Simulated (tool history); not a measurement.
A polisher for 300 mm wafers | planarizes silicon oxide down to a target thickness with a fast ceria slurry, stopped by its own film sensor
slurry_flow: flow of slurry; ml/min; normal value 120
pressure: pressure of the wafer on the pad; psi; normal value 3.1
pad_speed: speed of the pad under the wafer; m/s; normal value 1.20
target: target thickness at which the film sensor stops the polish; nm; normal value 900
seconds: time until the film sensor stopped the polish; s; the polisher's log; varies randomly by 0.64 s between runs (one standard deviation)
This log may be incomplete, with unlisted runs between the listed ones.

run    hour  slurry_flow  pressure  pad_speed  target  incoming thickness of the incoming film, nm  seconds
  1     0.0          120       3.1       1.20     900                                       1870.7     46.7
  2    47.7          120       3.1       1.20     900                                       1823.4     44.4
  3   142.1          120       3.1       1.20     900                                       1800.8     43.0
      190.6  -- worn pad replaced by a new one
  4   237.3          130       3.1       1.20     900                                       1853.0     45.5
      292.3  -- slurry nozzle cleaned
  5   295.5          130       3.1       1.20     900                                       1851.5     47.9
  6   390.7          120       3.1       1.20     900                                       1821.2     47.9
  7   466.3          120       3.1       1.20     900                                       1837.4     48.4
      489.2  -- worn pad replaced by a new one
  8   551.8          120       3.1       1.20     900                                       1860.4     50.8
  9   631.3          120       3.1       1.20     900                                       1854.0     49.7
      634.3  -- slurry nozzle cleaned, repeated, since the last time left the tool worse
 10   695.1          120       3.1       1.20     900                                       1860.5     46.0
 11   755.6          120       3.1       1.56     699                                       1838.6     42.2
      800.5  -- worn pad replaced by a new one
 12   801.0          120       3.1       1.20     900                                       1837.7     44.0
      870.5  -- head pressure recalibrated
 13   872.0          120       2.6       1.20     900                                       1843.0     50.9
 14   909.8           80       4.0       1.20     625                                       1845.3     50.6
 15   994.1          145       3.7       0.96     603                                       1832.0     60.9
     1063.2  -- worn pad replaced by a new one
 16  1092.7          120       3.1       1.20    1183                                       1850.7     33.0
 17  1194.1          120       3.1       1.20     900                                       1882.6     47.4
     1213.5  -- slurry nozzle cleaned
 18  1241.7          120       3.1       1.40     900                                       1819.5     36.1
 19  1289.6          120       2.3       1.20     621                                       1818.0     74.9
 20  1370.2          120       3.1       1.20     900                                       1830.4     45.0
     1394.4  -- worn pad replaced by a new one
 21  1449.7          120       3.1       1.20     900                                       1834.0     44.9

Branching from run 21: 5 alternative next runs. What would each branch give?
  A  1450.1          120       3.1       1.20     900                                       1835.7        ?
  B  1450.1          120       3.1       1.20    1125                                       1835.7        ?
  C  1450.1          140       3.9       1.20     900                                       1835.7        ?
  D  1450.1          120       4.2       1.06     900                                       1835.7        ?
  E  1450.1          120       3.1       1.42     900                                       1835.7        ?

run  seconds
  A     44.2
  B     33.6
  C     35.2
  D     38.2
  E     37.4
Take away the tool's hidden state, keep each run's random variation, and the runs would have read:
run  seconds
  A     43.6
  B     33.1
  C     34.8
  D     37.7
  E     36.8

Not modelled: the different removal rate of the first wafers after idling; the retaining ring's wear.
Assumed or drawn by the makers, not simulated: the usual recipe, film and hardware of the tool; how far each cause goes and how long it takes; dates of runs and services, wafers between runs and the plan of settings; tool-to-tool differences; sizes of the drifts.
